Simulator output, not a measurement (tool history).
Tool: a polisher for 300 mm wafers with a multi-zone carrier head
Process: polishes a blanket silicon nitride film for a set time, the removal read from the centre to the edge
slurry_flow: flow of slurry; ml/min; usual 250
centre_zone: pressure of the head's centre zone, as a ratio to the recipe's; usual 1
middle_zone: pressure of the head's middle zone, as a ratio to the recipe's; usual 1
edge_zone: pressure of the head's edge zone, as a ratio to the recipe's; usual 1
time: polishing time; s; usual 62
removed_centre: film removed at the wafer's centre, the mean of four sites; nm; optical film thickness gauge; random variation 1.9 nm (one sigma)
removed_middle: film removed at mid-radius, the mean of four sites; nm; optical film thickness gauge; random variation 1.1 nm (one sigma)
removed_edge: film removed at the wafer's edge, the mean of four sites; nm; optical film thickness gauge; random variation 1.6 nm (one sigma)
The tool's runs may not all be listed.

run     day  slurry_flow  centre_zone  middle_zone  edge_zone  time  wafers since the last listed run  wafers polished on this pad  hours since the slurry nozzle was cleaned  hours since the centre zone pressure was calibrated  hours since the edge zone pressure was calibrated  hours since the carrier head's membrane was replaced  incoming thickness of the incoming film, nm  removed_centre  removed_middle  removed_edge
  1       0          250            1         0.92          1    62                                 0                         1158                                      337.7                                                541.7                                              178.3                                                 123.6                                        510.8           152.8           142.9         146.8
  2   1.479          250            1            1       0.96    62                               332                         1491                                      373.2                                                577.2                                              213.8                                                 159.1                                        519.4           153.5           151.6         140.4
  3   3.021          250            1            1       0.96    62                               346                         1837                                      410.2                                                614.2                                              250.8                                                 196.1                                        513.7           155.3           151.7         144.1
  4   4.912          250         1.09         0.91        1.1    62                               425                         2263                                      455.6                                                659.6                                              296.2                                                 241.5                                        516.4           166.2           140.4         151.8
  5   6.612          165            1         0.95       1.06    40                               382                         2645                                      496.4                                                700.4                                                337                                                 282.3                                        505.4            90.8            87.5          92.9
      7.029  -- slurry nozzle cleaned
  6   8.988          250            1            1          1    62                               524                         3170                                         47                                                757.4                                                394                                                 339.3                                        507.4           164.8           157.1         147.6
     11.617  -- worn pad replaced by a new one
  7  11.767          250            1            1          1    62                               587                           33                                      113.7                                                824.1                                              460.7                                                   406                                          512           156.5           157.1         147.2
  8  14.875          250            1            1          1    62                               699                          732                                      188.3                                                898.7                                              535.3                                                 480.6                                        516.3           156.7           154.3         147.6
  9  16.192          250            1            1       1.07    62                               296                         1028                                      219.9                                                930.3                                              566.9                                                 512.2                                        510.2           154.3           153.7         150.1
 10  18.521          250            1            1          1    62                               523                         1552                                      275.8                                                986.2                                              622.8                                                 568.1                                        511.7           155.3             151         147.2
     19.742  -- edge zone pressure recalibrated
 11  19.942          330         0.89         1.12          1    77                               300                         1853                                      309.9                                               1020.3                                                4.8                                                 602.2                                        506.2           179.2           214.6         185.7
 12  21.033          250            1            1          1    62                               245                         2098                                      336.1                                               1046.5                                                 31                                                 628.4                                        506.6           157.5           153.6         146.6
     22.308  -- centre zone pressure recalibrated
 13  23.267          250            1            1        1.1    46                               483                         2582                                      389.7                                                   23                                               84.6                                                   682                                        502.8           107.1           113.5         112.1
 14  24.612          175         0.91            1          1    62                               302                         2885                                        422                                                 55.3                                              116.9                                                 714.3                                        518.5           125.3           143.7         140.7
     25.496  -- slurry nozzle cleaned
      27.25  -- worn pad replaced by a new one
 15  27.271          275            1            1       1.04    62                               551                            4                                       42.6                                                119.1                                              180.7                                                 778.1                                        520.8           159.3           159.9         155.9
 16   29.85          250          0.9         0.97          1    62                               580                          584                                      104.5                                                  181                                              242.6                                                   840                                        511.1           142.3           151.3         149.9
 17  32.733          250         0.95            1          1    62                               648                         1232                                      173.7                                                250.2                                              311.8                                                 909.2                                        520.7           145.9           154.4         150.1
 18  37.467          250         0.95            1          1    62                              1064                         2297                                      287.3                                                363.8                                              425.4                                                1022.8                                        507.1           147.1           153.1         148.7
 19  39.767          315            1            1       1.11    62                               517                         2814                                      342.5                                                  419                                              480.6                                                  1078                                        507.6           160.1           156.7         158.2
 20  40.817          250            1            1          1    62                               236                         3051                                      367.7                                                444.2                                              505.8                                                1103.2                                        513.8           155.2           151.5         147.4
 21  42.642          250          1.1         0.93       0.89    82                               410                         3461                                      411.5                                                  488                                              549.6                                                  1147                                          520           220.6           189.8         186.5

Forecast each of these 5 alternatives for the next run:
  A  42.658          250            1            1          1    62                                 3                         3465                                      411.9                                                488.4                                                550                                                1147.4                                        505.4               ?               ?             ?
  B  42.658          250         1.06         0.94       0.92    62                                 3                         3465                                      411.9                                                488.4                                                550                                                1147.4                                        505.4               ?               ?             ?
  C  42.658          310         0.94            1       1.09    62                                 3                         3465                                      411.9                                                488.4                                                550                                                1147.4                                        505.4               ?               ?             ?
  D  42.658          215         1.09            1       0.94    82                                 3                         3465                                      411.9                                                488.4                                                550                                                1147.4                                        505.4               ?               ?             ?
  E  42.658          325            1         1.04       0.89    62                                 3                         3465                                      411.9                                                488.4                                                550                                                1147.4                                        505.4               ?               ?             ?

run  removed_centre  removed_middle  removed_edge
  A           154.6           154.1         145.3
  B           163.9           146.3         140.6
  C           149.7           158.3         153.6
  D             218           199.7         184.7
  E           160.3           164.5         141.9
Without the tool's hidden state the same runs would have given:
run  removed_centre  removed_middle  removed_edge
  A           157.6             163         151.4
  B           167.1           154.7         146.6
  C           151.1             166         159.2
  D           223.9           212.6         193.3
  E           161.5           172.2         146.9

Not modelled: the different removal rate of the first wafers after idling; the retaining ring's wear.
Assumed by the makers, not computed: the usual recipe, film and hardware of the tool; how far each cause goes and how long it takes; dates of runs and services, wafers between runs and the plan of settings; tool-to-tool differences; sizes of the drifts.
